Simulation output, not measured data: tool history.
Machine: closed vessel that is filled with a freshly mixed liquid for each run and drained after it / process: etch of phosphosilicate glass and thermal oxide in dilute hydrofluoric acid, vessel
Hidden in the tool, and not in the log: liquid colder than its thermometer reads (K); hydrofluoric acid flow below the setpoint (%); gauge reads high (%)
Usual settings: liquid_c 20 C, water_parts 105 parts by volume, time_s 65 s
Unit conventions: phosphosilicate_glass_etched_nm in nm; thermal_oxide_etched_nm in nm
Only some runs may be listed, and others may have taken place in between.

run	hour	liquid_c	water_parts	time_s	wafers since the last listed run	hours since the thermometer was replaced	hours since the hydrofluoric acid flow meter was replaced	hours since the gauge calibration	read-back film thickness of the phosphosilicate glass reference wafer, read on the same gauge (nm)	read-back film thickness of the thermal oxide reference wafer, read on the same gauge (nm)	phosphosilicate_glass_etched_nm	thermal_oxide_etched_nm
1	0	20	70	65	0	1647.4	489.5	4.9	119.99	139.997	56.02	3.279
2	9.9	20	70	65	977	1657.3	499.4	14.8	120	140.022	56.22	3.393
3	16.4	20	70	65	641	1663.8	505.9	21.3	120	139.998	56.44	3.371
4	31.2	20	105	65	1461	1678.6	520.7	36.1	119.98	140.009	35.74	2.179
5	41	20	105	65	967	1688.4	530.5	45.9	120	140.001	35.82	2.109
6	49.4	20	105	65	829	1696.8	538.9	54.3	120.02	139.981	35.73	2.14
7	62.6	20	105	65	1303	1710	552.1	67.5	120.02	139.988	35.77	2.056
# hour 74.2: hydrofluoric acid flow meter replaced
8	76.8	20	105	65	1303	1724.2	2.6	81.7	120.01	139.998	39.01	2.364
9	84	17	145	35	710	1731.4	9.8	88.9	120.04	139.985	13.04	0.783
# hour 85.4: gauge calibrated
10	92.2	20	105	85	809	1739.6	18	6.8	119.99	139.998	51.16	3.097
11	108.5	20	105	65	1609	1755.9	34.3	23.1	120	140.007	39.21	2.363
# hour 119.1: thermometer replaced
12	126.3	20	120	65	1658	7.2	52.1	40.9	119.99	140.018	33.23	1.977
13	132.9	24	105	65	651	13.8	58.7	47.5	119.99	139.994	45.68	2.784

Run 14 is up next; what results do you expect?
14	147.6	23.5	75	65	1451	28.5	73.4	62.2	?	?	?	?

Run 14 gave read-back film thickness of the phosphosilicate glass reference wafer, read on the same gauge (nm) 119.95, read-back film thickness of the thermal oxide reference wafer, read on the same gauge (nm) 140.002, phosphosilicate_glass_etched_nm 64.63 nm, thermal_oxide_etched_nm 3.816 nm.
Minus the tool's unlogged condition, the same run would have read phosphosilicate_glass_etched_nm 66.95 nm, thermal_oxide_etched_nm 3.954 nm.
